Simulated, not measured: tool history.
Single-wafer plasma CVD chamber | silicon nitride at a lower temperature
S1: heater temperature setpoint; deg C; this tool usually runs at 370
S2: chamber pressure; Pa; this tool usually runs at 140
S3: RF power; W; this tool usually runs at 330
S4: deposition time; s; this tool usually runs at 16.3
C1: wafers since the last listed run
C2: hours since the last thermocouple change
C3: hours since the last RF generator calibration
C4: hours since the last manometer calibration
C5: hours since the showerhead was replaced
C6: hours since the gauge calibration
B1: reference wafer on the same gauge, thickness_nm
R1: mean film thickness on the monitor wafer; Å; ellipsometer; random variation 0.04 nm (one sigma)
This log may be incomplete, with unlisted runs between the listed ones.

Run 1, hour 0.0: usual settings; C1 0; C2 1400.9; C3 1925.9; C4 1059.1; C5 5259.7; C6 482.2; B1 14.701. Result: R1 158.78 Å.
Run 2, hour 17.6: usual settings; C1 706; C2 1418.5; C3 1943.5; C4 1076.7; C5 5277.3; C6 499.8; B1 14.694. Result: R1 159.21 Å.
At hour 29.3: gauge calibrated.
Run 3, hour 31.2: usual settings; C1 545; C2 1432.1; C3 1957.1; C4 1090.3; C5 5290.9; C6 1.9; B1 14.701. Result: R1 159.32 Å.
At hour 44.4: capacitance manometer re-zeroed and calibrated.
Run 4, hour 45.2: usual settings; C1 240; C2 1446.1; C3 1971.1; C4 0.8; C5 5304.9; C6 15.9; B1 14.702. Result: R1 159.90 Å.
Run 5, hour 59.1: usual settings; C1 558; C2 1460.0; C3 1985.0; C4 14.7; C5 5318.8; C6 29.8; B1 14.687. Result: R1 159.16 Å.
Run 6, hour 68.8: usual settings; C1 389; C2 1469.7; C3 1994.7; C4 24.4; C5 5328.5; C6 39.5; B1 14.695. Result: R1 159.50 Å.
At hour 77.4: RF generator calibrated.
Run 7, hour 83.7: usual settings; C1 277; C2 1484.6; C3 6.3; C4 39.3; C5 5343.4; C6 54.4; B1 14.700. Result: R1 159.69 Å.
Run 8, hour 99.3: usual settings but S2 124 Pa, S4 14.8 s; C1 626; C2 1500.2; C3 21.9; C4 54.9; C5 5359.0; C6 70.0; B1 14.699. Result: R1 138.61 Å.
Run 9, hour 116.2: usual settings but S1 365 deg C, S2 112 Pa, S3 285 W, S4 15.0 s; C1 678; C2 1517.1; C3 38.8; C4 71.8; C5 5375.9; C6 86.9; B1 14.693. Result: R1 116.92 Å.
Run 10, hour 132.7: usual settings but S1 366 deg C, S4 17.5 s; C1 662; C2 1533.6; C3 55.3; C4 88.3; C5 5392.4; C6 103.4; B1 14.715. Result: R1 171.78 Å.
Run 11, hour 139.3: usual settings but S2 119 Pa; C1 264; C2 1540.2; C3 61.9; C4 94.9; C5 5399.0; C6 110.0; B1 14.701. Result: R1 151.14 Å.
At hour 170.5: showerhead replaced.
Run 12, hour 192.6: usual settings but S2 129 Pa, S3 275 W; C1 1818; C2 1593.5; C3 115.2; C4 148.2; C5 22.1; C6 163.3; B1 14.708. Result: R1 127.94 Å.
Run 13, hour 208.6: usual settings but S1 361 deg C; C1 642; C2 1609.5; C3 131.2; C4 164.2; C5 38.1; C6 179.3; B1 14.695. Result: R1 159.98 Å.
Run 14, hour 215.0: usual settings but S1 384 deg C, S3 350 W, S4 18.7 s; C1 256; C2 1615.9; C3 137.6; C4 170.6; C5 44.5; C6 185.7; B1 14.699. Result: R1 191.10 Å.
Run 15, hour 226.2: usual settings but S2 155 Pa, S4 14.0 s; C1 449; C2 1627.1; C3 148.8; C4 181.8; C5 55.7; C6 196.9; B1 14.703. Result: R1 141.10 Å.
Run 16, hour 238.2: usual settings; C1 481; C2 1639.1; C3 160.8; C4 193.8; C5 67.7; C6 208.9; B1 14.716. Result: R1 159.27 Å.
Run 17, hour 247.6: usual settings but S1 362 deg C, S3 395 W, S4 14.0 s; C1 377; C2 1648.5; C3 170.2; C4 203.2; C5 77.1; C6 218.3; B1 14.694. Result: R1 160.62 Å.
Run 18, hour 270.7: usual settings; C1 927; C2 1671.6; C3 193.3; C4 226.3; C5 100.2; C6 241.4; B1 14.699. Result: R1 159.78 Å.
At hour 278.8: thermocouple changed; heater temperature recalibrated.
Run 19, hour 287.8: usual settings; C1 365; C2 9.0; C3 210.4; C4 243.4; C5 117.3; C6 258.5; B1 14.696. Result: R1 159.29 Å.
Run 20, hour 305.0: usual settings but S1 378 deg C, S3 305 W, S4 13.9 s; C1 690; C2 26.2; C3 227.6; C4 260.6; C5 134.5; C6 275.7; B1 14.695. Result: R1 125.17 Å.
Run 21, hour 311.1: usual settings but S2 169 Pa, S3 305 W; C1 244; C2 32.3; C3 233.7; C4 266.7; C5 140.6; C6 281.8; B1 14.692. Result: R1 156.16 Å.
Run 22, hour 317.3: usual settings but S3 370 W; C1 248; C2 38.5; C3 239.9; C4 272.9; C5 146.8; C6 288.0; B1 14.687. Result: R1 176.45 Å.
Run 23, hour 329.4: usual settings but S2 152 Pa, S3 285 W, S4 19.1 s; C1 485; C2 50.6; C3 252.0; C4 285.0; C5 158.9; C6 300.1; B1 14.701. Result: R1 163.82 Å.
Run 24, hour 338.9: usual settings; C1 381; C2 60.1; C3 261.5; C4 294.5; C5 168.4; C6 309.6; B1 14.697. Result: R1 159.51 Å.
Run 25, hour 349.2: usual settings; C1 413; C2 70.4; C3 271.8; C4 304.8; C5 178.7; C6 319.9; B1 14.687. Result: R1 159.71 Å.
Run 26, hour 366.5: usual settings but S1 357 deg C, S3 355 W, S4 13.2 s; C1 694; C2 87.7; C3 289.1; C4 322.1; C5 196.0; C6 337.2; B1 14.720. Result: R1 138.72 Å.
Run 27, hour 374.6: usual settings but S1 357 deg C; C1 325; C2 95.8; C3 297.2; C4 330.2; C5 204.1; C6 345.3; B1 14.695. Result: R1 159.59 Å.
Run 28, hour 383.9: usual settings but S1 379 deg C; C1 373; C2 105.1; C3 306.5; C4 339.5; C5 213.4; C6 354.6; B1 14.695. Result: R1 159.22 Å.
Run 29, hour 392.3: usual settings; C1 337; C2 113.5; C3 314.9; C4 347.9; C5 221.8; C6 363.0; B1 14.706. Result: R1 158.42 Å.
Run 30, hour 400.6: usual settings but S1 383 deg C, S3 285 W; C1 333; C2 121.8; C3 323.2; C4 356.2; C5 230.1; C6 371.3; B1 14.703. Result: R1 136.06 Å.

How the hidden state differs across the entries between the runs, from the last listed run before each to the first after it:
Logged between run 2 and run 3: gauge calibrated (hour 29.3)
  no difference in the tool's unlogged condition between these two runs
Logged between run 3 and run 4: capacitance manometer re-zeroed and calibrated (hour 44.4)
  no difference in the tool's unlogged condition between these two runs
Logged between run 6 and run 7: RF generator calibrated (hour 77.4)
  no difference in the tool's unlogged condition between these two runs
Logged between run 11 and run 12: showerhead replaced (hour 170.5)
  no difference in the tool's unlogged condition between these two runs
Logged between run 18 and run 19: thermocouple changed; heater temperature recalibrated (hour 278.8)
  no difference in the tool's unlogged condition between these two runs
